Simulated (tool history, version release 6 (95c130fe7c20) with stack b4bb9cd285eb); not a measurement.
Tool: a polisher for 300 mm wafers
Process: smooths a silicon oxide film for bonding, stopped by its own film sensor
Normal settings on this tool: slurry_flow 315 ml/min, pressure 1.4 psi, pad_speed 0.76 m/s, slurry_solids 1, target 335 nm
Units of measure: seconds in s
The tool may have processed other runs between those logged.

run,hour,slurry_flow,pressure,pad_speed,slurry_solids,target,wafers since the last listed run,wafers polished on this pad,hours since the slurry nozzle was cleaned,hours since the head pressure was calibrated,hours since the slurry blender was calibrated,"incoming thickness of the incoming film, nm",seconds
1,0,315,1.4,0.76,1,335,0,1101,413.7,1115.7,347.5,362.9,69.4
2,7.5,315,1.4,0.76,1,335,44,1146,421.2,1123.2,355,368.9,85.9
3,24.2,365,1.4,0.76,1,335,98,1244,437.9,1139.9,371.7,369.1,85.9
4,42,315,1.2,0.76,1,335,105,1350,455.7,1157.7,389.5,362.8,82.7
5,49.5,315,1.4,0.76,1,335,44,1394,463.2,1165.2,397,377.4,111.7
6,64.2,315,1.4,0.76,1,335,86,1481,477.9,1179.9,411.7,371.4,94.4
# hour 68.8: slurry blender recalibrated
7,74.3,315,1.6,0.76,1,335,47,1529,488,1190,5.5,374.9,90.1
8,82.7,315,1.6,0.76,1,335,49,1579,496.4,1198.4,13.9,368.2,76.4
# hour 89.3: head pressure recalibrated
9,90.9,260,1.4,1,1.25,327,36,1615,504.6,1.6,22.1,374,95.1
# hour 97.2: worn pad replaced by a new one, of another model than before
10,98.7,315,1.4,0.76,1,335,22,8,512.4,9.4,29.9,372.9,88.5
11,114.3,315,1.4,0.76,1.3,335,92,101,528,25,45.5,367.5,67.7
12,121.6,315,1.4,0.76,1,335,43,144,535.3,32.3,52.8,371.1,87
# hour 125.3: slurry nozzle cleaned
13,135.5,315,1.8,0.96,1,330,76,220,10.2,46.2,66.7,368.6,69.9
14,152.9,395,1.4,0.76,0.9,335,102,323,27.6,63.6,84.1,371.8,92
15,165.6,315,1.4,0.76,1,335,75,398,40.3,76.3,96.8,363,68.7
16,183.6,315,0.9,0.76,1,325,106,505,58.3,94.3,114.8,377.4,169.9

How would selected steps in seconds from run to run divide? Give the signed amount a tool lacking its hidden state would still show from settings, what came in and random variation, and the signed amount left for the hidden state, including any gauge scatter that is not in both of the compared results.
The hidden state here: removal rate lost through wear of the pad, %; slurry flow missing at the pad, %; deviation of the head's pressure from its setpoint, %; abrasive missing from the slurry, %.
Run 9 -> 10: slurry_flow 260 -> 315, pad_speed 1 -> 0.76, slurry_solids 1.25 -> 1, target 327 -> 335, worn pad replaced by a new one, of another model than before. seconds -6.6 s: hidden state -10.5, all else +3.9.
Run 15 -> 16: pressure 1.4 -> 0.9, target 335 -> 325. seconds +101.2 s: hidden state +7.3, all else +93.9.
